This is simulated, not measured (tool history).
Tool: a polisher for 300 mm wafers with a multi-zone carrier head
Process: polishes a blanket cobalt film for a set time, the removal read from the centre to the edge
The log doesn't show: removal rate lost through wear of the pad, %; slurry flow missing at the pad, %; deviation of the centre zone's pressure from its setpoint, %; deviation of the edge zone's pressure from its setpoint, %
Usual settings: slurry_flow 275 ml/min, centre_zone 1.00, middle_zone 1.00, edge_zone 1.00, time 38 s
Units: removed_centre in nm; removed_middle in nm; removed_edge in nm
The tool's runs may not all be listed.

| run | day | slurry_flow | centre_zone | middle_zone | edge_zone | time | wafers since the last listed run | wafers polished on this pad | hours since the slurry nozzle was cleaned | hours since the centre zone pressure was calibrated | hours since the edge zone pressure was calibrated | hours since the carrier head's membrane was replaced | incoming thickness of the incoming film, nm | removed_centre | removed_middle | removed_edge |
|---|---|---|---|---|---|---|---|---|---|---|---|---|---|---|---|---|
| 1 | 0.000 | 275 | 1.00 | 1.00 | 1.00 | 38 | 0 | 79 | 171.6 | 184.7 | 1199.0 | 1159.7 | 1135.3 | 322.2 | 297.1 | 308.3 |
| 2 | 0.521 | 275 | 1.00 | 1.00 | 1.00 | 38 | 200 | 279 | 184.1 | 197.2 | 1211.5 | 1172.2 | 1110.5 | 326.0 | 307.5 | 307.6 |
| 3 | 1.029 | 275 | 1.00 | 1.00 | 1.00 | 38 | 195 | 475 | 196.3 | 209.4 | 1223.7 | 1184.4 | 1127.2 | 321.7 | 309.3 | 307.5 |
| 4 | 1.725 | 275 | 1.00 | 1.00 | 1.00 | 38 | 267 | 743 | 213.0 | 226.1 | 1240.4 | 1201.1 | 1124.6 | 322.7 | 297.9 | 311.3 |
|  | 2.671 | worn pad replaced by a new one |
| 5 | 2.933 | 275 | 1.00 | 1.00 | 1.00 | 38 | 401 | 100 | 242.0 | 255.1 | 1269.4 | 1230.1 | 1112.5 | 323.4 | 304.1 | 305.2 |
| 6 | 3.800 | 275 | 1.00 | 1.00 | 1.00 | 38 | 333 | 434 | 262.8 | 275.9 | 1290.2 | 1250.9 | 1141.4 | 314.3 | 298.4 | 310.2 |
|  | 4.229 | edge zone pressure recalibrated |
| 7 | 5.200 | 275 | 1.00 | 1.00 | 1.00 | 38 | 507 | 941 | 296.4 | 309.5 | 23.3 | 1284.5 | 1134.0 | 318.9 | 301.3 | 305.2 |
|  | 6.125 | slurry nozzle cleaned |
|  | 6.146 | worn pad replaced by a new one |
| 8 | 6.225 | 300 | 1.00 | 1.00 | 0.95 | 34 | 370 | 29 | 2.4 | 334.1 | 47.9 | 1309.1 | 1132.2 | 310.3 | 274.1 | 281.0 |
| 9 | 7.279 | 205 | 1.00 | 0.94 | 1.00 | 42 | 405 | 435 | 27.7 | 359.4 | 73.2 | 1334.4 | 1136.5 | 353.5 | 318.2 | 347.4 |
| 10 | 8.617 | 275 | 1.00 | 1.00 | 1.00 | 38 | 515 | 950 | 59.8 | 391.5 | 105.3 | 1366.5 | 1116.6 | 328.3 | 310.5 | 314.2 |
|  | 8.875 | centre zone pressure recalibrated |
|  | 8.992 | worn pad replaced by a new one |
| 11 | 9.767 | 275 | 0.93 | 0.96 | 1.00 | 38 | 365 | 298 | 87.4 | 21.4 | 132.9 | 1394.1 | 1117.4 | 297.3 | 292.0 | 315.1 |
|  | 10.104 | carrier head's membrane replaced by a new one |
| 12 | 10.538 | 275 | 1.00 | 1.12 | 1.00 | 38 | 216 | 514 | 105.9 | 39.9 | 151.4 | 10.4 | 1130.2 | 314.7 | 340.7 | 312.2 |
| 13 | 11.817 | 275 | 0.93 | 0.92 | 1.00 | 38 | 492 | 1007 | 136.6 | 70.6 | 182.1 | 41.1 | 1121.3 | 301.8 | 293.5 | 311.8 |
|  | 12.350 | worn pad replaced by a new one |
| 14 | 13.250 | 275 | 1.00 | 1.00 | 1.00 | 38 | 487 | 347 | 171.0 | 105.0 | 216.5 | 75.5 | 1140.1 | 320.8 | 311.4 | 311.3 |

Forecast each of these 5 alternatives for the next run:
| A | 13.267 | 275 | 0.91 | 1.00 | 1.00 | 38 | 6 | 353 | 171.4 | 105.4 | 216.9 | 75.9 | 1123.6 | ? | ? | ? |
| B | 13.267 | 330 | 1.00 | 1.00 | 1.10 | 45 | 6 | 353 | 171.4 | 105.4 | 216.9 | 75.9 | 1123.6 | ? | ? | ? |
| C | 13.267 | 250 | 1.00 | 1.06 | 0.96 | 51 | 6 | 353 | 171.4 | 105.4 | 216.9 | 75.9 | 1123.6 | ? | ? | ? |
| D | 13.267 | 275 | 1.00 | 1.00 | 1.00 | 43 | 6 | 353 | 171.4 | 105.4 | 216.9 | 75.9 | 1123.6 | ? | ? | ? |
| E | 13.267 | 275 | 1.00 | 1.00 | 0.88 | 38 | 6 | 353 | 171.4 | 105.4 | 216.9 | 75.9 | 1123.6 | ? | ? | ? |

| run | removed_centre | removed_middle | removed_edge |
|---|---|---|---|
| A | 292.4 | 298.2 | 312.9 |
| B | 388.8 | 359.6 | 394.0 |
| C | 426.4 | 415.8 | 408.3 |
| D | 363.7 | 337.2 | 354.1 |
| E | 321.4 | 298.1 | 294.7 |
Without the tool's hidden state the same runs would have given:
| run | removed_centre | removed_middle | removed_edge |
|---|---|---|---|
| A | 293.3 | 309.5 | 321.8 |
| B | 388.0 | 371.5 | 403.8 |
| C | 429.2 | 432.8 | 420.6 |
| D | 365.0 | 350.1 | 364.1 |
| E | 322.5 | 309.4 | 303.1 |
